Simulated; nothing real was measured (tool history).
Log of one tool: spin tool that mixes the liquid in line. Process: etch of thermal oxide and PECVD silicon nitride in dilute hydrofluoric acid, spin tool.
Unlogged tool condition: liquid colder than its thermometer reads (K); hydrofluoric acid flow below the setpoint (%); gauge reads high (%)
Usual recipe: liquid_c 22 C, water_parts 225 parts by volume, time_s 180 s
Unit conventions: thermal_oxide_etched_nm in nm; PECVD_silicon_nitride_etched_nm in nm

run   hour  liquid_c  water_parts  time_s  wafers since the last listed run  hours since the thermometer was replaced  hours since the hydrofluoric acid flow meter was replaced  hours since the gauge calibration  read-back film thickness of the thermal oxide reference wafer, read on the same gauge (nm)  read-back film thickness of the PECVD silicon nitride reference wafer, read on the same gauge (nm)  thermal_oxide_etched_nm  PECVD_silicon_nitride_etched_nm
  1      0        22          225     180                                 0                                      1234                                                      297.1                              276.2                                                                                       69.98                                                                                              79.955                    3.224                            3.472
  2   63.5        22          225     255                               351                                    1297.5                                                      360.6                              339.7                                                                                      69.993                                                                                              80.015                    4.686                            4.836
  3    139        22          225     255                               417                                      1373                                                      436.1                              415.2                                                                                       69.99                                                                                              80.043                     4.51                            4.785
  4  181.1        22          225     180                               233                                    1415.1                                                      478.2                              457.3                                                                                      69.972                                                                                              79.998                    3.163                            3.383
       199  -- hydrofluoric acid flow meter replaced
  5    259        22          225     180                               425                                      1493                                                         60                              535.2                                                                                      70.038                                                                                              80.011                    3.403                             3.53
  6  380.6        22          225     180                               673                                    1614.6                                                      181.6                              656.8                                                                                      70.034                                                                                               80.04                    3.246                            3.547
  7  431.6        22          225     155                               282                                    1665.6                                                      232.6                              707.8                                                                                      70.062                                                                                              80.049                    2.834                            2.998
  8  521.3        22          225     155                               496                                    1755.3                                                      322.3                              797.5                                                                                      70.009                                                                                                  80                    2.805                            2.997
  9  605.1        21          225     180                               463                                    1839.1                                                      406.1                              881.3                                                                                      70.032                                                                                              79.979                    3.115                            3.238
 10  656.2        21          225     180                               282                                    1890.2                                                      457.2                              932.4                                                                                      70.032                                                                                              79.968                    3.093                            3.231
     713.7  -- hydrofluoric acid flow meter replaced
 11  760.3        21          225     180                               570                                    1994.3                                                       46.6                             1036.5                                                                                          70                                                                                              79.994                    2.739                            2.996
 12  824.7        22          225     180                               356                                    2058.7                                                        111                             1100.9                                                                                      69.959                                                                                              79.965                    2.869                            3.189
 13  897.5        19          120     110                               403                                    2131.5                                                      183.8                             1173.7                                                                                      70.012                                                                                              80.007                    3.331                            2.867
 14    966      25.5          225     280                               379                                      2200                                                      252.3                             1242.2                                                                                      70.047                                                                                              79.996                    5.027                            5.963

Run 15 comes next. What will it give?
     1026.9  -- hydrofluoric acid flow meter replaced, repeated, since the last time left the tool worse
 15  1060.2      19.5          280     280                               515                                    2294.2                                                       33.3                             1336.4                                                                                           ?                                                                                                   ?                        ?                                ?

read-back film thickness of the thermal oxide reference wafer, read on the same gauge (nm): 69.972
read-back film thickness of the PECVD silicon nitride reference wafer, read on the same gauge (nm): 79.995
thermal_oxide_etched_nm: 3.698 nm
PECVD_silicon_nitride_etched_nm: 3.843 nm
Minus the tool's unlogged condition, the same run would have read thermal_oxide_etched_nm 3.744 nm, PECVD_silicon_nitride_etched_nm 3.88 nm.

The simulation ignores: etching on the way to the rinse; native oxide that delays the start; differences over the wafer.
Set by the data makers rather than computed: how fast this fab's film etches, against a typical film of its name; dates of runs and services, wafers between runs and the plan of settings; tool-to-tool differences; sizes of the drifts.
